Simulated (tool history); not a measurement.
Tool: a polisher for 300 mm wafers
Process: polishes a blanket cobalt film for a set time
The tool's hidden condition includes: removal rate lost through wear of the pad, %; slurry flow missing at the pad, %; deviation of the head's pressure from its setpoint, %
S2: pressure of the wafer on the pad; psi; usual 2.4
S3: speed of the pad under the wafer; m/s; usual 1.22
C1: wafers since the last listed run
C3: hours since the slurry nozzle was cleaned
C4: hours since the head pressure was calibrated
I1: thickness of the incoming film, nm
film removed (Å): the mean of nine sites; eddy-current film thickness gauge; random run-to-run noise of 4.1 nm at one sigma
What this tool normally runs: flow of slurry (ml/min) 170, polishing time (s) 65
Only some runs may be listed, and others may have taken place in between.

Run 1, hour 0.0: usual settings; C1 0; wafers polished on this pad 300; C3 74.7; C4 117.8; I1 1351.7. Result: film removed (Å) 4496.
Run 2, hour 53.3: usual settings; C1 321; wafers polished on this pad 621; C3 128.0; C4 171.1; I1 1354.3. Result: film removed (Å) 4530.
Run 3, hour 138.0: usual settings; C1 510; wafers polished on this pad 1131; C3 212.7; C4 255.8; I1 1355.1. Result: film removed (Å) 4454.
Run 4, hour 241.1: usual settings; C1 620; wafers polished on this pad 1752; C3 315.8; C4 358.9; I1 1338.0. Result: film removed (Å) 4487.
At hour 267.4: head pressure recalibrated.
Run 5, hour 297.2: usual settings; C1 325; wafers polished on this pad 2078; C3 371.9; C4 29.8; I1 1362.8. Result: film removed (Å) 4472.
At hour 301.5: worn pad replaced by a new one.
At hour 309.3: slurry nozzle cleaned.
Run 6, hour 380.3: usual settings but S3 1.42 m/s; C1 470; wafers polished on this pad 468; C3 71.0; C4 112.9; I1 1353.9. Result: film removed (Å) 5192.
Run 7, hour 471.7: usual settings but S3 1.42 m/s; C1 550; wafers polished on this pad 1019; C3 162.4; C4 204.3; I1 1342.8. Result: film removed (Å) 5229.
Run 8, hour 555.5: usual settings but S3 1.42 m/s; C1 504; wafers polished on this pad 1523; C3 246.2; C4 288.1; I1 1344.1. Result: film removed (Å) 5233.
Run 9, hour 636.6: usual settings; C1 488; wafers polished on this pad 2012; C3 327.3; C4 369.2; I1 1336.2. Result: film removed (Å) 4460.
At hour 641.6: head pressure recalibrated.
At hour 652.6: slurry nozzle cleaned.
At hour 667.9: worn pad replaced by a new one.
Run 10, hour 692.7: usual settings; C1 295; wafers polished on this pad 149; C3 40.1; C4 51.1; I1 1325.4. Result: film removed (Å) 4410.
Run 11, hour 780.9: usual settings but S3 1.34 m/s; C1 531; wafers polished on this pad 680; C3 128.3; C4 139.3; I1 1342.9. Result: film removed (Å) 4940.
Run 12, hour 881.3: usual settings but S3 1.34 m/s; C1 604; wafers polished on this pad 1285; C3 228.7; C4 239.7; I1 1371.9. Result: film removed (Å) 4891.
At hour 960.8: head pressure recalibrated.
Run 13, hour 971.1: usual settings but flow of slurry (ml/min) 140; C1 528; wafers polished on this pad 1813; C3 318.5; C4 10.3; I1 1357.8. Result: film removed (Å) 4318.
At hour 1002.7: worn pad replaced by a new one.
Run 14, hour 1013.6: usual settings; C1 231; wafers polished on this pad 65; C3 361.0; C4 52.8; I1 1349.1. Result: film removed (Å) 4553.
At hour 1087.2: slurry nozzle cleaned.
Run 15, hour 1113.0: usual settings but S3 1.42 m/s; C1 592; wafers polished on this pad 658; C3 25.8; C4 152.2; I1 1366.9. Result: film removed (Å) 5235.
Run 16, hour 1161.8: usual settings but flow of slurry (ml/min) 220, S3 1.46 m/s, polishing time (s) 47; C1 293; wafers polished on this pad 952; C3 74.6; C4 201.0; I1 1349.9. Result: film removed (Å) 3973.
Run 17, hour 1209.5: usual settings but S2 3.2 psi, S3 1.04 m/s; C1 287; wafers polished on this pad 1239; C3 122.3; C4 248.7; I1 1351.7. Result: film removed (Å) 4954.
Run 18, hour 1272.4: usual settings but polishing time (s) 88; C1 378; wafers polished on this pad 1618; C3 185.2; C4 311.6; I1 1347.1. Result: film removed (Å) 5957.
At hour 1299.4: head pressure recalibrated.
At hour 1351.7: worn pad replaced by a new one.
Run 19, hour 1377.3: usual settings but flow of slurry (ml/min) 115; C1 595; wafers polished on this pad 154; C3 290.1; C4 77.9; I1 1344.2. Result: film removed (Å) 4087.
Run 20, hour 1463.5: usual settings but S3 1.54 m/s; C1 519; wafers polished on this pad 673; C3 376.3; C4 164.1; I1 1359.8. Result: film removed (Å) 5595.
At hour 1504.8: slurry nozzle cleaned.
Run 21, hour 1569.4: usual settings but S2 2.6 psi, S3 1.60 m/s; C1 631; wafers polished on this pad 1305; C3 64.6; C4 270.0; I1 1350.8. Result: film removed (Å) 6379.
At hour 1608.0: head pressure recalibrated.
Run 22, hour 1674.3: usual settings but S2 3.0 psi, polishing time (s) 83; C1 619; wafers polished on this pad 1925; C3 169.5; C4 66.3; I1 1348.5. Result: film removed (Å) 7021.
At hour 1703.8: worn pad replaced by a new one.
Run 23, hour 1711.4: usual settings but polishing time (s) 57; C1 199; wafers polished on this pad 45; C3 206.6; C4 103.4; I1 1338.2. Result: film removed (Å) 3935.
Run 24, hour 1794.4: usual settings; C1 499; wafers polished on this pad 545; C3 289.6; C4 186.4; I1 1346.7. Result: film removed (Å) 4406.

Across each entry between runs, compare the hidden state at the last listed run before it with the hidden state at the first listed run after it:
From run 4 to run 5: head pressure recalibrated (hour 267.4)
  both runs share identical hidden conditions
From run 5 to run 6: worn pad replaced by a new one (hour 301.5); slurry nozzle cleaned (hour 309.3)
  both runs share identical hidden conditions
From run 9 to run 10: head pressure recalibrated (hour 641.6); slurry nozzle cleaned (hour 652.6); worn pad replaced by a new one (hour 667.9)
  both runs share identical hidden conditions
From run 12 to run 13: head pressure recalibrated (hour 960.8)
  both runs share identical hidden conditions
From run 13 to run 14: worn pad replaced by a new one (hour 1002.7)
  both runs share identical hidden conditions
From run 14 to run 15: slurry nozzle cleaned (hour 1087.2)
  both runs share identical hidden conditions
From run 18 to run 19: head pressure recalibrated (hour 1299.4); worn pad replaced by a new one (hour 1351.7)
  both runs share identical hidden conditions
From run 20 to run 21: slurry nozzle cleaned (hour 1504.8)
  both runs share identical hidden conditions
From run 21 to run 22: head pressure recalibrated (hour 1608.0)
  both runs share identical hidden conditions
From run 22 to run 23: worn pad replaced by a new one (hour 1703.8)
  both runs share identical hidden conditions
